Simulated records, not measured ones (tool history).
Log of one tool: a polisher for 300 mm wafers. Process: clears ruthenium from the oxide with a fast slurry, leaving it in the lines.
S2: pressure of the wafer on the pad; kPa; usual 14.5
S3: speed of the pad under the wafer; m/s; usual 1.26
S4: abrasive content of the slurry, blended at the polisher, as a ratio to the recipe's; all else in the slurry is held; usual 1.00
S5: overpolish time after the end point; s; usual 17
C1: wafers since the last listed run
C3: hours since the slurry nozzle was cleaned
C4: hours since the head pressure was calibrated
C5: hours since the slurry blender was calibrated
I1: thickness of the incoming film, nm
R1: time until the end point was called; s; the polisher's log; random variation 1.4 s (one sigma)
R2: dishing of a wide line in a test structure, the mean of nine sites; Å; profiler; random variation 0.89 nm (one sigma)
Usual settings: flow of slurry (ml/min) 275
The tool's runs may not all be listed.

run 1 day=0.000 | flow_of_slurry_(ml/min)=275 S2=14.5 S3=1.26 S4=1.00 S5=17 | C1=0 wafers_polished_on_this_pad=1921 C3=147.9 C4=107.8 C5=77.0 | I1=278.1 | R1=79.9 R2=447
run 2 day=3.192 | flow_of_slurry_(ml/min)=275 S2=14.5 S3=1.26 S4=1.20 S5=13 | C1=488 wafers_polished_on_this_pad=2410 C3=224.5 C4=184.4 C5=153.6 | I1=280.6 | R1=74.9 R2=365
-- day=4.142 worn pad replaced by a new one
run 3 day=6.958 | flow_of_slurry_(ml/min)=275 S2=14.5 S3=1.26 S4=1.20 S5=13 | C1=551 wafers_polished_on_this_pad=431 C3=314.9 C4=274.8 C5=244.0 | I1=279.4 | R1=75.0 R2=361
run 4 day=11.233 | flow_of_slurry_(ml/min)=275 S2=14.5 S3=1.26 S4=1.20 S5=13 | C1=654 wafers_polished_on_this_pad=1085 C3=417.5 C4=377.4 C5=346.6 | I1=278.2 | R1=73.4 R2=361
run 5 day=13.296 | flow_of_slurry_(ml/min)=275 S2=14.5 S3=1.42 S4=1.00 S5=12 | C1=315 wafers_polished_on_this_pad=1401 C3=467.0 C4=426.9 C5=396.1 | I1=280.7 | R1=70.2 R2=355
-- day=13.596 slurry blender recalibrated
run 6 day=15.238 | flow_of_slurry_(ml/min)=275 S2=14.5 S3=1.42 S4=1.00 S5=12 | C1=284 wafers_polished_on_this_pad=1686 C3=513.6 C4=473.5 C5=39.4 | I1=275.2 | R1=69.0 R2=352
-- day=19.092 worn pad replaced by a new one
run 7 day=19.667 | flow_of_slurry_(ml/min)=275 S2=14.5 S3=1.26 S4=1.00 S5=17 | C1=652 wafers_polished_on_this_pad=87 C3=619.9 C4=579.8 C5=145.7 | I1=278.7 | R1=80.6 R2=420
run 8 day=22.579 | flow_of_slurry_(ml/min)=275 S2=14.5 S3=1.26 S4=1.00 S5=17 | C1=446 wafers_polished_on_this_pad=533 C3=689.8 C4=649.7 C5=215.6 | I1=276.2 | R1=78.1 R2=413
run 9 day=26.592 | flow_of_slurry_(ml/min)=275 S2=14.5 S3=1.26 S4=1.00 S5=17 | C1=614 wafers_polished_on_this_pad=1148 C3=786.1 C4=746.0 C5=311.9 | I1=280.3 | R1=78.5 R2=429
run 10 day=28.108 | flow_of_slurry_(ml/min)=275 S2=14.5 S3=1.26 S4=1.00 S5=17 | C1=232 wafers_polished_on_this_pad=1380 C3=822.5 C4=782.4 C5=348.3 | I1=280.8 | R1=80.5 R2=429
run 11 day=29.917 | flow_of_slurry_(ml/min)=275 S2=14.5 S3=1.26 S4=1.15 S5=17 | C1=276 wafers_polished_on_this_pad=1657 C3=865.9 C4=825.8 C5=391.7 | I1=282.5 | R1=78.0 R2=449
-- day=30.362 slurry nozzle cleaned
-- day=31.329 slurry blender recalibrated
run 12 day=32.296 | flow_of_slurry_(ml/min)=275 S2=14.5 S3=1.26 S4=1.00 S5=17 | C1=345 wafers_polished_on_this_pad=2002 C3=46.4 C4=882.9 C5=23.2 | I1=282.6 | R1=83.0 R2=418
run 13 day=36.771 | flow_of_slurry_(ml/min)=275 S2=14.5 S3=1.26 S4=1.00 S5=17 | C1=685 wafers_polished_on_this_pad=2687 C3=153.8 C4=990.3 C5=130.6 | I1=282.1 | R1=81.7 R2=427
-- day=37.467 worn pad replaced by a new one
run 14 day=42.367 | flow_of_slurry_(ml/min)=210 S2=13.1 S3=1.26 S4=1.10 S5=13 | C1=831 wafers_polished_on_this_pad=750 C3=288.1 C4=1124.6 C5=264.9 | I1=277.1 | R1=86.5 R2=318
run 15 day=45.221 | flow_of_slurry_(ml/min)=240 S2=17.2 S3=1.50 S4=1.00 S5=17 | C1=437 wafers_polished_on_this_pad=1187 C3=356.6 C4=1193.1 C5=333.4 | I1=283.3 | R1=58.7 R2=528
run 16 day=48.875 | flow_of_slurry_(ml/min)=275 S2=17.2 S3=1.06 S4=0.75 S5=25 | C1=559 wafers_polished_on_this_pad=1747 C3=444.3 C4=1280.8 C5=421.1 | I1=281.7 | R1=91.5 R2=532
-- day=49.167 slurry blender recalibrated
run 17 day=50.512 | flow_of_slurry_(ml/min)=275 S2=16.5 S3=1.26 S4=1.00 S5=17 | C1=238 wafers_polished_on_this_pad=1985 C3=483.6 C4=1320.1 C5=32.3 | I1=280.5 | R1=71.6 R2=460
run 18 day=52.050 | flow_of_slurry_(ml/min)=275 S2=14.5 S3=1.26 S4=1.00 S5=17 | C1=235 wafers_polished_on_this_pad=2220 C3=520.5 C4=1357.0 C5=69.2 | I1=279.6 | R1=78.4 R2=417
run 19 day=55.288 | flow_of_slurry_(ml/min)=275 S2=18.6 S3=1.26 S4=0.85 S5=8 | C1=495 wafers_polished_on_this_pad=2716 C3=598.2 C4=1434.7 C5=146.9 | I1=280.2 | R1=68.6 R2=260
-- day=56.975 worn pad replaced by a new one
run 20 day=56.996 | flow_of_slurry_(ml/min)=355 S2=16.5 S3=1.70 S4=1.00 S5=8 | C1=236 wafers_polished_on_this_pad=3 C3=639.2 C4=1475.7 C5=187.9 | I1=283.6 | R1=52.6 R2=326
run 21 day=61.038 | flow_of_slurry_(ml/min)=315 S2=14.5 S3=1.26 S4=1.00 S5=17 | C1=618 wafers_polished_on_this_pad=621 C3=736.2 C4=1572.7 C5=284.9 | I1=280.1 | R1=79.9 R2=421
-- day=62.871 slurry nozzle cleaned
-- day=64.479 head pressure recalibrated
run 22 day=65.062 | flow_of_slurry_(ml/min)=275 S2=14.5 S3=1.26 S4=1.00 S5=17 | C1=597 wafers_polished_on_this_pad=1219 C3=52.6 C4=14.0 C5=381.5 | I1=278.6 | R1=80.9 R2=420
run 23 day=68.000 | flow_of_slurry_(ml/min)=190 S2=14.5 S3=1.14 S4=1.00 S5=23 | C1=449 wafers_polished_on_this_pad=1669 C3=123.1 C4=84.5 C5=452.0 | I1=285.1 | R1=94.9 R2=491

Forecast run 24:
-- day=68.862 slurry blender recalibrated
run 24 day=70.546 | flow_of_slurry_(ml/min)=275 S2=14.5 S3=1.26 S4=1.15 S5=25 | C1=377 wafers_polished_on_this_pad=2046 C3=184.2 C4=145.6 C5=40.4 | I1=278.1 | R1=? R2=?

R1: 74.7 s
R2: 620 Å
Without the tool's hidden state the same run would have given R1 74.7 s, R2 620 Å.
